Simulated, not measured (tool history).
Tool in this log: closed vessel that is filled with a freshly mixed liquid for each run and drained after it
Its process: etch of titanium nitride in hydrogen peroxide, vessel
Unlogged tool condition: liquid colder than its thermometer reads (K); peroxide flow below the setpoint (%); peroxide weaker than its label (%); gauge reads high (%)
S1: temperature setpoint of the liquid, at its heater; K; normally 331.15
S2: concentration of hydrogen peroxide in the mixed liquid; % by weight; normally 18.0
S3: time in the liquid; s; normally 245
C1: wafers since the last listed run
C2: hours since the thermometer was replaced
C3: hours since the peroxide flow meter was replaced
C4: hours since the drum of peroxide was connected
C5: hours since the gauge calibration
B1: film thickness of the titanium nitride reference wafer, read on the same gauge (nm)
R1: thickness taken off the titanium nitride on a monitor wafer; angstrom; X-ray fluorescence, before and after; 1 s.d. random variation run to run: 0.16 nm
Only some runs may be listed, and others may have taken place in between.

{"run": 1, "hour": 0.0, "S1": 331.15, "S2": 18.0, "S3": 200, "C1": 0, "C2": 1177.7, "C3": 932.7, "C4": 410.1, "C5": 2861.0, "B1": 63.34, "R1": 165.5}
{"run": 2, "hour": 70.8, "S1": 331.15, "S2": 18.0, "S3": 200, "C1": 6214, "C2": 1248.5, "C3": 1003.5, "C4": 480.9, "C5": 2931.8, "B1": 63.38, "R1": 164.8}
{"run": 3, "hour": 139.3, "S1": 331.15, "S2": 18.0, "S3": 315, "C1": 6012, "C2": 1317.0, "C3": 1072.0, "C4": 549.4, "C5": 3000.3, "B1": 63.4, "R1": 262.1}
{"run": 4, "hour": 243.1, "S1": 331.15, "S2": 16.0, "S3": 320, "C1": 9110, "C2": 1420.8, "C3": 1175.8, "C4": 653.2, "C5": 3104.1, "B1": 63.42, "R1": 260.4}
{"hour": 261.3, "done": "peroxide flow meter replaced"}
{"run": 5, "hour": 314.5, "S1": 331.15, "S2": 16.0, "S3": 320, "C1": 6178, "C2": 1492.2, "C3": 53.2, "C4": 724.6, "C5": 3175.5, "B1": 63.49, "R1": 255.5}
{"run": 6, "hour": 411.5, "S1": 331.15, "S2": 18.0, "S3": 245, "C1": 8513, "C2": 1589.2, "C3": 150.2, "C4": 821.6, "C5": 3272.5, "B1": 63.48, "R1": 199.9}
{"run": 7, "hour": 505.7, "S1": 331.15, "S2": 18.0, "S3": 280, "C1": 8267, "C2": 1683.4, "C3": 244.4, "C4": 915.8, "C5": 3366.7, "B1": 63.48, "R1": 230.9}
{"run": 8, "hour": 604.0, "S1": 338.65, "S2": 18.0, "S3": 245, "C1": 8627, "C2": 1781.7, "C3": 342.7, "C4": 1014.1, "C5": 3465.0, "B1": 63.53, "R1": 331.1}
{"run": 9, "hour": 680.1, "S1": 325.65, "S2": 18.0, "S3": 245, "C1": 6679, "C2": 1857.8, "C3": 418.8, "C4": 1090.2, "C5": 3541.1, "B1": 63.5, "R1": 137.6}
{"run": 10, "hour": 722.5, "S1": 335.65, "S2": 18.0, "S3": 355, "C1": 3721, "C2": 1900.2, "C3": 461.2, "C4": 1132.6, "C5": 3583.5, "B1": 63.54, "R1": 400.7}
{"run": 11, "hour": 796.6, "S1": 331.15, "S2": 18.0, "S3": 245, "C1": 6503, "C2": 1974.3, "C3": 535.3, "C4": 1206.7, "C5": 3657.6, "B1": 63.54, "R1": 202.8}
{"hour": 871.6, "done": "gauge calibrated"}
{"hour": 904.3, "done": "new drum of peroxide connected"}
{"run": 12, "hour": 999.5, "S1": 339.15, "S2": 18.0, "S3": 245, "C1": 17720, "C2": 2177.2, "C3": 738.2, "C4": 95.2, "C5": 127.9, "B1": 60.25, "R1": 326.1}
{"hour": 1017.5, "done": "thermometer replaced"}
{"run": 13, "hour": 1067.2, "S1": 325.65, "S2": 22.0, "S3": 340, "C1": 5854, "C2": 49.7, "C3": 805.9, "C4": 162.9, "C5": 195.6, "B1": 60.49, "R1": 187.1}
{"run": 14, "hour": 1134.5, "S1": 331.15, "S2": 18.0, "S3": 205, "C1": 5906, "C2": 117.0, "C3": 873.2, "C4": 230.2, "C5": 262.9, "B1": 60.64, "R1": 161.1}
{"hour": 1164.5, "done": "peroxide flow meter replaced"}
{"run": 15, "hour": 1219.0, "S1": 331.15, "S2": 20.5, "S3": 340, "C1": 7328, "C2": 201.5, "C3": 54.5, "C4": 314.7, "C5": 347.4, "B1": 60.86, "R1": 271.5}
{"run": 16, "hour": 1260.1, "S1": 331.15, "S2": 13.0, "S3": 190, "C1": 3607, "C2": 242.6, "C3": 95.6, "C4": 355.8, "C5": 388.5, "B1": 60.96, "R1": 139.9}
{"run": 17, "hour": 1358.3, "S1": 322.15, "S2": 18.0, "S3": 355, "C1": 8618, "C2": 340.8, "C3": 193.8, "C4": 454.0, "C5": 486.7, "B1": 61.14, "R1": 150.1}
{"run": 18, "hour": 1441.1, "S1": 323.15, "S2": 14.0, "S3": 205, "C1": 7267, "C2": 423.6, "C3": 276.6, "C4": 536.8, "C5": 569.5, "B1": 61.33, "R1": 88.2}
{"run": 19, "hour": 1514.4, "S1": 334.65, "S2": 22.0, "S3": 370, "C1": 6433, "C2": 496.9, "C3": 349.9, "C4": 610.1, "C5": 642.8, "B1": 61.57, "R1": 395.7}
{"run": 20, "hour": 1575.5, "S1": 338.65, "S2": 18.0, "S3": 245, "C1": 5362, "C2": 558.0, "C3": 411.0, "C4": 671.2, "C5": 703.9, "B1": 61.61, "R1": 327.6}
{"run": 21, "hour": 1657.6, "S1": 339.15, "S2": 20.5, "S3": 145, "C1": 7205, "C2": 640.1, "C3": 493.1, "C4": 753.3, "C5": 786.0, "B1": 61.78, "R1": 201.9}
{"run": 22, "hour": 1744.0, "S1": 331.15, "S2": 18.0, "S3": 245, "C1": 7583, "C2": 726.5, "C3": 579.5, "C4": 839.7, "C5": 872.4, "B1": 61.89, "R1": 197.2}
{"run": 23, "hour": 1817.6, "S1": 331.15, "S2": 18.0, "S3": 245, "C1": 6459, "C2": 800.1, "C3": 653.1, "C4": 913.3, "C5": 946.0, "B1": 62.06, "R1": 199.2}
{"run": 24, "hour": 1923.9, "S1": 321.65, "S2": 21.5, "S3": 245, "C1": 9329, "C2": 906.4, "C3": 759.4, "C4": 1019.6, "C5": 1052.3, "B1": 62.15, "R1": 104.4}
{"run": 25, "hour": 1984.3, "S1": 323.65, "S2": 22.5, "S3": 245, "C1": 5301, "C2": 966.8, "C3": 819.8, "C4": 1080.0, "C5": 1112.7, "B1": 62.18, "R1": 123.0}
{"run": 26, "hour": 2065.3, "S1": 331.15, "S2": 18.0, "S3": 245, "C1": 7109, "C2": 1047.8, "C3": 900.8, "C4": 1161.0, "C5": 1193.7, "B1": 62.34, "R1": 197.4}
{"run": 27, "hour": 2112.2, "S1": 331.15, "S2": 18.0, "S3": 245, "C1": 4116, "C2": 1094.7, "C3": 947.7, "C4": 1207.9, "C5": 1240.6, "B1": 62.38, "R1": 198.4}
{"run": 28, "hour": 2196.3, "S1": 331.15, "S2": 18.0, "S3": 110, "C1": 7381, "C2": 1178.8, "C3": 1031.8, "C4": 1292.0, "C5": 1324.7, "B1": 62.49, "R1": 88.9}
{"hour": 2199.4, "done": "peroxide flow meter replaced"}
{"hour": 2302.8, "done": "new drum of peroxide connected"}
{"run": 29, "hour": 2304.0, "S1": 331.15, "S2": 18.0, "S3": 245, "C1": 9277, "C2": 1286.5, "C3": 104.6, "C4": 1.2, "C5": 1432.4, "B1": 62.59, "R1": 200.6}
{"run": 30, "hour": 2355.6, "S1": 331.15, "S2": 18.0, "S3": 155, "C1": 4528, "C2": 1338.1, "C3": 156.2, "C4": 52.8, "C5": 1484.0, "B1": 62.65, "R1": 124.3}

Measured minus without-hidden-state, run by run (identical run-to-run variation in each term; gauge scatter may differ):
run=1 R1=+8.8
run=2 R1=+8.8
run=3 R1=+14.1
run=4 R1=+14.1
run=5 R1=+13.9
run=6 R1=+10.9
run=7 R1=+12.7
run=8 R1=+18.3
run=9 R1=+7.6
run=10 R1=+22.2
run=11 R1=+11.3
run=12 R1=+1.4
run=13 R1=+1.4
run=14 R1=+1.7
run=15 R1=+3.9
run=16 R1=+2.2
run=17 R1=+2.9
run=18 R1=+2.0
run=19 R1=+9.7
run=20 R1=+8.6
run=21 R1=+5.7
run=22 R1=+6.1
run=23 R1=+6.5
run=24 R1=+3.7
run=25 R1=+4.4
run=26 R1=+7.4
run=27 R1=+7.6
run=28 R1=+3.6
run=29 R1=+8.3
run=30 R1=+5.3

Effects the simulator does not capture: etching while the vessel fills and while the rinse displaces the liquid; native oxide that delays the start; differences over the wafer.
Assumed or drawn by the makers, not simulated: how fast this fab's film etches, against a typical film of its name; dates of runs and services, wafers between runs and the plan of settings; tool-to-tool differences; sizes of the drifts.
